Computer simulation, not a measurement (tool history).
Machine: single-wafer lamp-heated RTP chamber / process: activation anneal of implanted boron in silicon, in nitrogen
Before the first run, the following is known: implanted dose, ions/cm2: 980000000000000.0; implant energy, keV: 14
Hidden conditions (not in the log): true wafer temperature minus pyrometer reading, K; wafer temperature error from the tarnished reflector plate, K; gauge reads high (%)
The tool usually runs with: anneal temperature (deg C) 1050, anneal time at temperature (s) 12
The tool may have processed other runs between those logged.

| run | hour | anneal temperature (deg C) | anneal time at temperature (s) | wafers since the last listed run | wafers since the last pyrometer calibration | wafers since the reflector plate was cleaned | hours since the gauge calibration | read-back reference wafer on the same gauge, sheet resistance | sheet resistance of the implanted and annealed layer (ohm/square) |
|---|---|---|---|---|---|---|---|---|---|
| 1 | 0.0 | 1050 | 12 | 0 | 3648 | 6491 | 491.9 | 122.02 | 126.56 |
| 2 | 43.7 | 1050 | 12 | 506 | 4155 | 6998 | 535.6 | 122.01 | 126.55 |
| 3 | 106.8 | 1050 | 12 | 731 | 4886 | 7729 | 598.7 | 122.01 | 126.05 |
| 4 | 133.4 | 1050 | 18 | 308 | 5194 | 8037 | 625.3 | 122.01 | 125.77 |
| 5 | 225.3 | 1050 | 18 | 1065 | 6259 | 9103 | 717.2 | 122.00 | 125.57 |
|  | 261.7 | reflector plate cleaned |
| 6 | 286.9 | 1059 | 15 | 621 | 6881 | 291 | 778.8 | 122.00 | 125.51 |
|  | 327.5 | pyrometer window cleaned and pyrometer calibrated |
| 7 | 349.2 | 1059 | 15 | 629 | 250 | 920 | 841.1 | 122.01 | 126.15 |
| 8 | 386.0 | 1059 | 15 | 426 | 677 | 1347 | 877.9 | 122.00 | 125.72 |
| 9 | 430.0 | 1050 | 12 | 509 | 1187 | 1857 | 921.9 | 121.97 | 127.10 |
| 10 | 492.1 | 1050 | 12 | 719 | 1907 | 2576 | 984.0 | 121.97 | 126.66 |
| 11 | 562.7 | 1050 | 12 | 818 | 2725 | 3395 | 1054.6 | 122.00 | 126.75 |
| 12 | 607.6 | 1050 | 17 | 520 | 3245 | 3915 | 1099.5 | 122.02 | 125.98 |
| 13 | 664.1 | 1050 | 17 | 654 | 3900 | 4570 | 1156.0 | 122.00 | 126.32 |
| 14 | 733.5 | 1050 | 15 | 804 | 4704 | 5374 | 1225.4 | 121.95 | 125.68 |
| 15 | 787.5 | 1050 | 15 | 625 | 5330 | 6000 | 1279.4 | 121.99 | 126.21 |
| 16 | 838.9 | 1050 | 15 | 595 | 5926 | 6596 | 1330.8 | 122.01 | 125.98 |
| 17 | 882.6 | 1056 | 17 | 506 | 6432 | 7102 | 1374.5 | 121.96 | 125.26 |
| 18 | 919.4 | 1032 | 12 | 426 | 6859 | 7529 | 1411.3 | 122.03 | 127.61 |
| 19 | 943.6 | 1032 | 12 | 280 | 7139 | 7809 | 1435.5 | 121.99 | 127.22 |
|  | 998.1 | pyrometer window cleaned and pyrometer calibrated |
| 20 | 998.6 | 1038 | 18 | 544 | 5 | 8354 | 1490.5 | 121.97 | 126.65 |
|  | 1016.9 | reflector plate cleaned |
| 21 | 1032.6 | 1050 | 18 | 301 | 306 | 181 | 1524.5 | 121.98 | 126.26 |
|  | 1043.7 | gauge calibrated |
| 22 | 1092.0 | 1028 | 5 | 688 | 995 | 870 | 48.3 | 121.99 | 130.43 |
| 23 | 1126.0 | 1050 | 12 | 394 | 1389 | 1264 | 82.3 | 121.95 | 126.85 |
| 24 | 1153.7 | 1050 | 9 | 321 | 1710 | 1585 | 110.0 | 121.98 | 127.43 |
| 25 | 1192.5 | 1050 | 12 | 449 | 2160 | 2034 | 148.8 | 121.99 | 127.11 |
| 26 | 1237.8 | 1050 | 12 | 525 | 2685 | 2559 | 194.1 | 122.00 | 126.86 |
| 27 | 1284.8 | 1027 | 9 | 544 | 3229 | 3104 | 241.1 | 121.99 | 129.26 |
| 28 | 1338.6 | 1050 | 12 | 623 | 3853 | 3728 | 294.9 | 122.00 | 126.38 |
| 29 | 1480.2 | 1034 | 7 | 1641 | 5494 | 5369 | 436.5 | 121.99 | 128.12 |
| 30 | 1518.4 | 1040 | 12 | 442 | 5937 | 5811 | 474.7 | 122.01 | 127.21 |
| 31 | 1587.7 | 1066 | 17 | 803 | 6740 | 6615 | 544.0 | 121.97 | 125.16 |
| 32 | 1630.1 | 1023 | 14 | 491 | 7231 | 7106 | 586.4 | 121.97 | 127.72 |

Estimate the outcome of run 33 from the log above:
|  | 1679.8 | pyrometer window cleaned and pyrometer calibrated |
| 33 | 1680.3 | 1023 | 8 | 489 | 5 | 7595 | 636.6 | ? | ? |

read-back reference wafer on the same gauge, sheet resistance: 122.01
sheet resistance of the implanted and annealed layer (ohm/square): 130.48
Without the tool's hidden state the same run would have given sheet resistance of the implanted and annealed layer (ohm/square) 130.61.

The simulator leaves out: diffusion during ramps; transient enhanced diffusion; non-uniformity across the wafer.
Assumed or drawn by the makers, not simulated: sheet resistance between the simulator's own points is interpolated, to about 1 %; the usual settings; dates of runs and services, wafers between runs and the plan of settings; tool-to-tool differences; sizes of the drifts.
